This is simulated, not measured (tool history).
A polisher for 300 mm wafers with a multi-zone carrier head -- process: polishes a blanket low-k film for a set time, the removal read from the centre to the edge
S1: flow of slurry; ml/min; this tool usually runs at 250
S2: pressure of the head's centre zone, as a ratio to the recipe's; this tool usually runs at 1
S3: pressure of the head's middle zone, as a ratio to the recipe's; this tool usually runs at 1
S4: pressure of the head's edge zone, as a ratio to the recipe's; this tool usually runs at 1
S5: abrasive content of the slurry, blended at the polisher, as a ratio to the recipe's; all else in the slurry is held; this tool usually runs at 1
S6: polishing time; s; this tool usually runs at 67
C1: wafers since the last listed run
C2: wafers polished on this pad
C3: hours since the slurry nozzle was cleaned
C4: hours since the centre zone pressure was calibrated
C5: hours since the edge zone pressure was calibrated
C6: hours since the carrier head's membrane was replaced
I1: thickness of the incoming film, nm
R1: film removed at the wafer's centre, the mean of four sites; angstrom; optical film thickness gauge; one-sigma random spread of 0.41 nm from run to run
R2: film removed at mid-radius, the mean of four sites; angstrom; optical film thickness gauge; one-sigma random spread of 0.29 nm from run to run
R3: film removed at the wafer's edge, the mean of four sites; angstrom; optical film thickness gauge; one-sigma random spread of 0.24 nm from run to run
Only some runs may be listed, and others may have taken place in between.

| run | day | S1 | S2 | S3 | S4 | S5 | S6 | C1 | C2 | C3 | C4 | C5 | C6 | I1 | R1 | R2 | R3 |
|---|---|---|---|---|---|---|---|---|---|---|---|---|---|---|---|---|---|
| 1 | 0 | 285 | 1 | 0.97 | 1 | 1 | 67 | 0 | 782 | 153.6 | 222.2 | 226.4 | 165.7 | 413.7 | 322 | 311 | 316 |
| 2 | 1.071 | 250 | 1 | 1 | 1 | 1 | 67 | 145 | 927 | 179.3 | 247.9 | 252.1 | 191.4 | 425.7 | 307 | 311 | 309 |
|  | 2.183 | worn pad replaced by a new one |
| 3 | 2.271 | 250 | 1 | 1.11 | 0.92 | 1.25 | 67 | 140 | 11 | 208.1 | 276.7 | 280.9 | 220.2 | 425.5 | 331 | 367 | 324 |
| 4 | 3.029 | 250 | 1 | 1 | 1 | 1 | 67 | 103 | 115 | 226.3 | 294.9 | 299.1 | 238.4 | 418.3 | 300 | 308 | 305 |
| 5 | 4.054 | 250 | 1 | 0.9 | 1 | 1 | 67 | 139 | 254 | 250.9 | 319.5 | 323.7 | 263 | 411 | 302 | 282 | 303 |
| 6 | 4.792 | 170 | 1.07 | 1 | 1 | 1.1 | 67 | 100 | 354 | 268.6 | 337.2 | 341.4 | 280.7 | 421.5 | 312 | 294 | 299 |
| 7 | 5.525 | 295 | 1 | 1 | 1.07 | 1.1 | 74 | 99 | 454 | 286.2 | 354.8 | 359 | 298.3 | 412.3 | 357 | 363 | 365 |
| 8 | 6.133 | 250 | 0.96 | 1 | 1 | 0.85 | 67 | 82 | 537 | 300.8 | 369.4 | 373.6 | 312.9 | 415.9 | 263 | 281 | 281 |
| 9 | 7.175 | 250 | 1 | 1 | 1 | 1 | 67 | 141 | 678 | 325.8 | 394.4 | 398.6 | 337.9 | 418.9 | 300 | 300 | 307 |
| 10 | 7.75 | 250 | 1 | 1 | 1 | 0.75 | 67 | 78 | 757 | 339.6 | 408.2 | 412.4 | 351.7 | 417 | 263 | 264 | 266 |
| 11 | 9.2 | 250 | 0.93 | 1 | 1 | 1 | 67 | 197 | 954 | 374.4 | 443 | 447.2 | 386.5 | 420.7 | 282 | 296 | 299 |
|  | 10.325 | worn pad replaced by a new one |
| 12 | 10.408 | 250 | 1 | 1 | 0.91 | 1 | 84 | 141 | 11 | 403.4 | 472 | 476.2 | 415.5 | 419.9 | 370 | 374 | 362 |
| 13 | 11.279 | 275 | 0.97 | 0.92 | 1 | 1.1 | 67 | 118 | 129 | 424.3 | 492.9 | 497.1 | 436.4 | 420.8 | 299 | 295 | 313 |
| 14 | 12.075 | 250 | 1.08 | 1 | 1 | 1 | 67 | 108 | 238 | 443.4 | 512 | 516.2 | 455.5 | 415.2 | 324 | 295 | 299 |
|  | 12.167 | centre zone pressure recalibrated |
| 15 | 12.796 | 250 | 1.06 | 1 | 1 | 1 | 67 | 86 | 324 | 460.7 | 15.1 | 533.5 | 472.8 | 414.7 | 316 | 297 | 301 |
| 16 | 14.221 | 295 | 1 | 1 | 1 | 1 | 81 | 193 | 518 | 494.9 | 49.3 | 567.7 | 507 | 420.6 | 372 | 371 | 375 |
| 17 | 15.208 | 250 | 0.92 | 1 | 1 | 1 | 67 | 134 | 652 | 518.6 | 73 | 591.4 | 530.7 | 426.2 | 272 | 301 | 299 |
| 18 | 15.896 | 250 | 1 | 1 | 1 | 1 | 67 | 93 | 746 | 535.1 | 89.5 | 607.9 | 547.2 | 413.1 | 294 | 296 | 297 |
| 19 | 17.088 | 250 | 0.95 | 1 | 1 | 1 | 67 | 162 | 908 | 563.7 | 118.1 | 636.5 | 575.8 | 423.7 | 279 | 291 | 296 |
| 20 | 17.646 | 200 | 1 | 0.97 | 1 | 1 | 67 | 75 | 984 | 577.1 | 131.5 | 649.9 | 589.2 | 417.3 | 273 | 273 | 290 |
|  | 18.388 | edge zone pressure recalibrated |
| 21 | 18.492 | 250 | 1.11 | 0.94 | 1 | 1 | 67 | 103 | 1088 | 597.4 | 151.8 | 2.5 | 609.5 | 421.2 | 331 | 281 | 297 |
| 22 | 19.054 | 175 | 1 | 1 | 1 | 1 | 67 | 76 | 1164 | 610.9 | 165.3 | 16 | 623 | 416.9 | 262 | 268 | 279 |
|  | 19.633 | worn pad replaced by a new one |
| 23 | 20.321 | 250 | 0.91 | 1 | 1 | 0.8 | 67 | 149 | 93 | 641.3 | 195.7 | 46.4 | 653.4 | 419.3 | 234 | 264 | 268 |

3 ways to go on from here, each from the tool as it stands after run 23. What would each give?
| A | 20.338 | 250 | 1 | 1 | 1 | 1 | 67 | 2 | 95 | 641.7 | 196.1 | 46.8 | 653.8 | 418.7 | ? | ? | ? |
| B | 20.338 | 250 | 1 | 1.09 | 1 | 1 | 67 | 2 | 95 | 641.7 | 196.1 | 46.8 | 653.8 | 418.7 | ? | ? | ? |
| C | 20.338 | 250 | 1 | 1 | 0.89 | 1 | 67 | 2 | 95 | 641.7 | 196.1 | 46.8 | 653.8 | 418.7 | ? | ? | ? |

| run | R1 | R2 | R3 |
|---|---|---|---|
| A | 288 | 293 | 296 |
| B | 288 | 314 | 296 |
| C | 288 | 293 | 281 |
Take away the tool's hidden state, keep each run's random variation, and the runs would have read:
| run | R1 | R2 | R3 |
|---|---|---|---|
| A | 316 | 319 | 315 |
| B | 316 | 341 | 315 |
| C | 316 | 319 | 299 |
